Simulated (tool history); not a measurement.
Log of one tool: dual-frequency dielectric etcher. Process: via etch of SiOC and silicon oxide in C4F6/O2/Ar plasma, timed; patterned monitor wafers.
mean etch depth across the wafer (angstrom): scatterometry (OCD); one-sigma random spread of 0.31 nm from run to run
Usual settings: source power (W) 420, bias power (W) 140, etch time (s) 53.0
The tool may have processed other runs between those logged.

run,hour,source power (W),bias power (W),etch time (s),"read-back reference wafer on the same gauge, depth_nm",mean etch depth across the wafer (angstrom)
1,0.0,420,151,46.5,51.1,520
2,19.8,420,151,46.5,51.1,523
3,43.5,420,151,46.5,51.1,520
4,72.2,420,140,53.0,51.1,579
5,106.1,420,140,53.0,51.2,580
6,130.2,420,140,53.0,51.1,573
7,165.2,420,140,46.5,51.2,511
8,221.7,420,140,46.5,51.1,512
9,241.1,420,157,53.0,51.2,618
10,254.6,420,162,63.5,51.1,741
11,280.0,420,140,53.0,51.2,584
12,298.2,420,140,53.0,51.1,584
13,323.0,420,140,53.0,51.1,589
14,341.3,420,140,53.0,51.1,590
15,368.8,390,152,37.0,51.1,413
16,391.1,520,105,62.0,51.0,666
# hour 407.0: bias power generator calibrated
# hour 442.2: wet clean of the chamber
17,442.7,420,140,53.0,51.2,572
18,443.0,460,126,53.0,51.1,566
19,523.8,490,117,68.5,51.0,721
# hour 567.4: gauge calibrated
# hour 568.6: upper electrode replaced
20,569.1,510,121,68.5,51.1,755
# hour 577.4: source power generator calibrated
21,580.2,420,125,53.0,51.1,552
22,596.7,420,140,53.0,51.2,572
23,627.4,420,162,63.5,51.1,736
24,646.4,350,121,61.5,51.1,588
25,673.2,520,140,62.5,51.0,744
26,701.0,420,140,53.0,51.1,581
27,736.7,420,162,63.5,51.2,747
28,762.6,460,156,58.5,51.1,702
29,783.8,450,140,46.0,51.1,519

Branching from run 29: 5 alternative next runs. What would each branch give?
A,784.2,420,140,61.5,?,?
B,784.2,460,109,53.0,?,?
C,784.2,420,140,46.0,?,?
D,784.2,420,114,53.0,?,?
E,784.2,370,140,63.5,?,?

run,"read-back reference wafer on the same gauge, depth_nm",mean etch depth across the wafer (angstrom)
A,51.2,672
B,51.2,538
C,51.2,502
D,51.2,530
E,51.2,660
Take away the tool's hidden state, keep each run's random variation, and the runs would have read:
run,mean etch depth across the wafer (angstrom)
A,660
B,529
C,494
D,520
E,649
